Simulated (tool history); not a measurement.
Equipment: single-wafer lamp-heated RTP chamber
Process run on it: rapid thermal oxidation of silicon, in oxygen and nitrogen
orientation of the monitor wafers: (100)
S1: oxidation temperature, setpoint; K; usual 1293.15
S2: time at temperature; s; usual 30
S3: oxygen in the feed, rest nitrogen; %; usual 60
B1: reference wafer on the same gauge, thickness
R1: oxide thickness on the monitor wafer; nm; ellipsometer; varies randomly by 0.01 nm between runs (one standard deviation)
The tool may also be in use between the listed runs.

{"run": 1, "hour": 0.0, "S1": 1293.15, "S2": 30, "S3": 60, "B1": 4.081, "R1": 4.301}
{"run": 2, "hour": 11.6, "S1": 1293.15, "S2": 30, "S3": 60, "B1": 4.084, "R1": 4.304}
{"run": 3, "hour": 22.4, "S1": 1306.15, "S2": 30, "S3": 67, "B1": 4.08, "R1": 4.899}
{"run": 4, "hour": 29.1, "S1": 1293.15, "S2": 30, "S3": 60, "B1": 4.077, "R1": 4.309}
{"run": 5, "hour": 73.2, "S1": 1293.15, "S2": 30, "S3": 60, "B1": 4.077, "R1": 4.327}
{"run": 6, "hour": 90.9, "S1": 1293.15, "S2": 30, "S3": 60, "B1": 4.082, "R1": 4.352}
{"run": 7, "hour": 100.3, "S1": 1293.15, "S2": 38, "S3": 60, "B1": 4.082, "R1": 4.776}
{"run": 8, "hour": 115.7, "S1": 1293.15, "S2": 38, "S3": 60, "B1": 4.081, "R1": 4.807}
{"run": 9, "hour": 128.4, "S1": 1281.15, "S2": 30, "S3": 60, "B1": 4.082, "R1": 4.019}
{"run": 10, "hour": 141.3, "S1": 1281.15, "S2": 30, "S3": 60, "B1": 4.079, "R1": 4.016}
{"run": 11, "hour": 157.9, "S1": 1293.15, "S2": 30, "S3": 60, "B1": 4.076, "R1": 4.363}
{"run": 12, "hour": 165.6, "S1": 1293.15, "S2": 30, "S3": 60, "B1": 4.08, "R1": 4.368}
{"run": 13, "hour": 173.4, "S1": 1293.15, "S2": 30, "S3": 60, "B1": 4.082, "R1": 4.358}
{"run": 14, "hour": 189.5, "S1": 1293.15, "S2": 30, "S3": 60, "B1": 4.079, "R1": 4.392}
{"hour": 211.2, "done": "pyrometer window cleaned and pyrometer calibrated"}
{"run": 15, "hour": 211.7, "S1": 1277.15, "S2": 30, "S3": 53, "B1": 4.081, "R1": 3.655}
{"run": 16, "hour": 219.7, "S1": 1277.15, "S2": 30, "S3": 53, "B1": 4.079, "R1": 3.671}
{"run": 17, "hour": 233.7, "S1": 1293.15, "S2": 30, "S3": 60, "B1": 4.079, "R1": 4.239}
{"run": 18, "hour": 249.1, "S1": 1276.15, "S2": 22, "S3": 36, "B1": 4.077, "R1": 2.964}
{"hour": 275.2, "done": "gauge calibrated"}
{"run": 19, "hour": 295.6, "S1": 1293.15, "S2": 45, "S3": 60, "B1": 4.08, "R1": 4.996}
{"hour": 314.6, "done": "oxygen flow controller replaced"}
{"run": 20, "hour": 315.1, "S1": 1293.15, "S2": 30, "S3": 60, "B1": 4.081, "R1": 4.24}
{"run": 21, "hour": 319.1, "S1": 1293.15, "S2": 21, "S3": 60, "B1": 4.08, "R1": 3.673}
{"run": 22, "hour": 332.1, "S1": 1284.15, "S2": 36, "S3": 87, "B1": 4.081, "R1": 4.836}
{"run": 23, "hour": 351.3, "S1": 1293.15, "S2": 30, "S3": 60, "B1": 4.081, "R1": 4.217}
{"run": 24, "hour": 368.0, "S1": 1293.15, "S2": 17, "S3": 49, "B1": 4.08, "R1": 3.233}
{"run": 25, "hour": 378.4, "S1": 1273.15, "S2": 39, "S3": 32, "B1": 4.082, "R1": 3.433}
{"run": 26, "hour": 392.3, "S1": 1318.15, "S2": 25, "S3": 39, "B1": 4.079, "R1": 4.029}
{"run": 27, "hour": 408.3, "S1": 1293.15, "S2": 30, "S3": 60, "B1": 4.08, "R1": 4.24}
{"run": 28, "hour": 423.4, "S1": 1276.15, "S2": 30, "S3": 52, "B1": 4.078, "R1": 3.617}
{"run": 29, "hour": 433.6, "S1": 1284.15, "S2": 17, "S3": 60, "B1": 4.079, "R1": 3.263}
{"run": 30, "hour": 444.1, "S1": 1293.15, "S2": 30, "S3": 60, "B1": 4.081, "R1": 4.256}
{"run": 31, "hour": 458.9, "S1": 1265.15, "S2": 30, "S3": 60, "B1": 4.08, "R1": 3.533}
{"run": 32, "hour": 466.7, "S1": 1293.15, "S2": 30, "S3": 71, "B1": 4.079, "R1": 4.482}
{"run": 33, "hour": 474.7, "S1": 1293.15, "S2": 30, "S3": 60, "B1": 4.081, "R1": 4.244}
{"run": 34, "hour": 488.4, "S1": 1317.15, "S2": 30, "S3": 60, "B1": 4.081, "R1": 4.985}
{"run": 35, "hour": 499.9, "S1": 1293.15, "S2": 30, "S3": 60, "B1": 4.081, "R1": 4.259}

The next listed run, before its measurement:
{"run": 36, "hour": 515.8, "S1": 1274.15, "S2": 30, "S3": 60, "B1": "?", "R1": "?"}

{"run 36": {"B1": 4.081, "R1": 3.751}}
On a tool with no hidden condition, and with the same random variation, this run would have come out at R1 3.729 nm.

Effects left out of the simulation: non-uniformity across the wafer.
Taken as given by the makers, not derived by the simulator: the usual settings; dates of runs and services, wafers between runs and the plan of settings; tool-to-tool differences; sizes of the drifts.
